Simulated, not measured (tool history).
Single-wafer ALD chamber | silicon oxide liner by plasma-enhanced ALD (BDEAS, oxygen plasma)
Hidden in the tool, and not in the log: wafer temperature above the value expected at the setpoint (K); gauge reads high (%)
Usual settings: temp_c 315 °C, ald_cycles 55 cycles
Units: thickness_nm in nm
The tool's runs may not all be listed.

run,day,temp_c,ald_cycles,wafers since the last listed run,hours since the last thermocouple change,hours since the gauge calibration,"read-back reference wafer on the same gauge, thickness_nm",thickness_nm
1,0.000,315,48,0,377.1,1135.0,3.878,4.010
2,3.067,315,48,520,450.7,1208.6,3.875,3.988
3,5.000,315,55,328,497.1,1255.0,3.875,4.580
4,8.688,315,55,625,585.6,1343.5,3.872,4.582
5,13.117,315,55,751,691.9,1449.8,3.867,4.582
6,17.250,315,55,701,791.1,1549.0,3.865,4.567
7,20.125,315,55,487,860.1,1618.0,3.864,4.584
8,22.500,304,55,403,917.1,1675.0,3.860,4.649
9,26.271,304,55,640,1007.6,1765.5,3.857,4.638
10,30.442,315,55,707,1107.7,1865.6,3.856,4.563
11,32.750,315,55,391,1163.1,1921.0,3.857,4.532
12,36.604,326,55,654,1255.6,2013.5,3.850,4.502
13,38.688,315,64,353,1305.6,2063.5,3.850,5.276
14,42.346,315,64,620,1393.4,2151.3,3.848,5.304
15,45.642,315,64,559,1472.5,2230.4,3.848,5.296
16,49.788,320,55,703,1572.0,2329.9,3.844,4.499
17,52.362,320,55,437,1633.8,2391.7,3.841,4.536
18,54.883,320,55,427,1694.3,2452.2,3.838,4.518
19,58.317,315,55,582,1776.7,2534.6,3.835,4.539
20,70.500,315,55,2067,2069.1,2827.0,3.828,4.541
# day 73.804: thermocouple changed; heater temperature recalibrated
21,74.621,311,47,642,19.6,2925.9,3.826,3.893
22,76.558,311,47,328,66.1,2972.4,3.821,3.888
23,78.850,311,47,388,121.1,3027.4,3.821,3.871
24,81.125,315,55,386,175.7,3082.0,3.819,4.514
# day 82.975: gauge calibrated
25,83.800,315,55,454,239.9,19.8,3.893,4.595
26,87.912,326,66,698,338.6,118.5,3.890,5.448
27,89.683,315,55,300,381.1,161.0,3.887,4.607
28,93.879,308,65,712,481.8,261.7,3.883,5.461
29,95.862,303,55,336,529.4,309.3,3.885,4.694
30,99.642,315,55,641,620.1,400.0,3.883,4.598
31,103.158,329,58,596,704.5,484.4,3.879,4.772
32,105.867,315,46,459,769.5,549.4,3.878,3.836
33,110.342,321,46,759,876.9,656.8,3.874,3.807
34,112.692,320,65,398,933.3,713.2,3.873,5.390
35,115.238,321,60,432,994.4,774.3,3.871,4.954
36,116.925,301,49,286,1034.9,814.8,3.870,4.166
37,119.050,315,55,360,1085.9,865.8,3.866,4.578
38,121.729,310,47,454,1150.2,930.1,3.867,3.931
39,123.971,315,55,380,1204.0,983.9,3.867,4.583
40,126.504,315,60,429,1264.8,1044.7,3.862,4.998
41,128.083,305,64,268,1302.7,1082.6,3.863,5.382
42,131.642,302,50,603,1388.1,1168.0,3.860,4.218
43,135.033,310,48,575,1469.5,1249.4,3.856,4.025
44,137.204,325,50,368,1521.6,1301.5,3.855,4.092

The next listed run, before its measurement:
45,140.775,320,62,606,1607.3,1387.2,?,?

{"run 45": {"read-back reference wafer on the same gauge, thickness_nm": 3.854, "thickness_nm": 5.076}}
Without the tool's hidden state the same run would have given thickness_nm 5.124 nm.
